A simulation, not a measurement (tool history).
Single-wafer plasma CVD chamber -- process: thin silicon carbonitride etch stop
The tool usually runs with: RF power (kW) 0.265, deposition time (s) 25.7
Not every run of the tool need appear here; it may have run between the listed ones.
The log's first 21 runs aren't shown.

run     day  RF power (kW)  deposition time (s)  wafers since the last listed run  hours since the last thermocouple change  hours since the last RF generator calibration  hours since the showerhead was replaced  hours since the gauge calibration  read-back reference wafer on the same gauge, thickness_nm  mean film thickness on the monitor wafer (Å)
 22  13.262          0.265                 25.7                               301                                      11.2                                         1463.8                                   4366.3                              611.8                                                     17.910                                        155.50
     13.650  -- RF generator calibrated
 23  13.821          0.265                 25.7                               152                                      24.6                                            4.1                                   4379.7                              625.2                                                     17.893                                        157.86
 24  14.354          0.315                 22.3                               360                                      37.4                                           16.9                                   4392.5                              638.0                                                     17.888                                        144.16
 25  14.858          0.250                 30.1                               341                                      49.5                                           29.0                                   4404.6                              650.1                                                     17.903                                        182.52
     15.767  -- gauge calibrated
     16.050  -- showerhead replaced
 26  17.025          0.265                 25.7                              1240                                     101.5                                           81.0                                     23.4                               30.2                                                     17.910                                        158.46
 27  17.383          0.315                 20.9                               242                                     110.1                                           89.6                                     32.0                               38.8                                                     17.904                                        135.34
 28  17.842          0.265                 25.7                               310                                     121.1                                          100.6                                     43.0                               49.8                                                     17.894                                        158.43
 29  18.154          0.300                 23.1                               211                                     128.6                                          108.1                                     50.5                               57.3                                                     17.902                                        147.06
 30  18.683          0.265                 24.2                               358                                     141.3                                          120.8                                     63.2                               70.0                                                     17.897                                        148.76
 31  19.179          0.290                 25.7                               335                                     153.2                                          132.7                                     75.1                               81.9                                                     17.900                                        162.69
 32  19.700          0.245                 25.7                               352                                     165.7                                          145.2                                     87.6                               94.4                                                     17.899                                        154.19
 33  20.046          0.290                 28.6                               234                                     174.0                                          153.5                                     95.9                              102.7                                                     17.904                                        181.01
 34  20.350          0.265                 22.7                               205                                     181.3                                          160.8                                    103.2                              110.0                                                     17.895                                        140.14
 35  20.971          0.295                 23.2                               420                                     196.2                                          175.7                                    118.1                              124.9                                                     17.904                                        147.16
 36  21.346          0.265                 24.2                               253                                     205.2                                          184.7                                    127.1                              133.9                                                     17.904                                        148.71

Below are 3 alternative next runs, each starting from the tool's condition after run 36. Predict each:
  A  21.362          0.265                 25.7                                11                                     205.6                                          185.1                                    127.5                              134.3                                                          ?                                             ?
  B  21.362          0.305                 28.7                                11                                     205.6                                          185.1                                    127.5                              134.3                                                          ?                                             ?
  C  21.362          0.215                 23.9                                11                                     205.6                                          185.1                                    127.5                              134.3                                                          ?                                             ?

run  read-back reference wafer on the same gauge, thickness_nm  mean film thickness on the monitor wafer (Å)
  A                                                     17.900                                        158.68
  B                                                     17.900                                        184.73
  C                                                     17.900                                        138.73
Had the tool no hidden state, the same runs would have come out as:
run  mean film thickness on the monitor wafer (Å)
  A                                        158.99
  B                                        185.09
  C                                        139.00
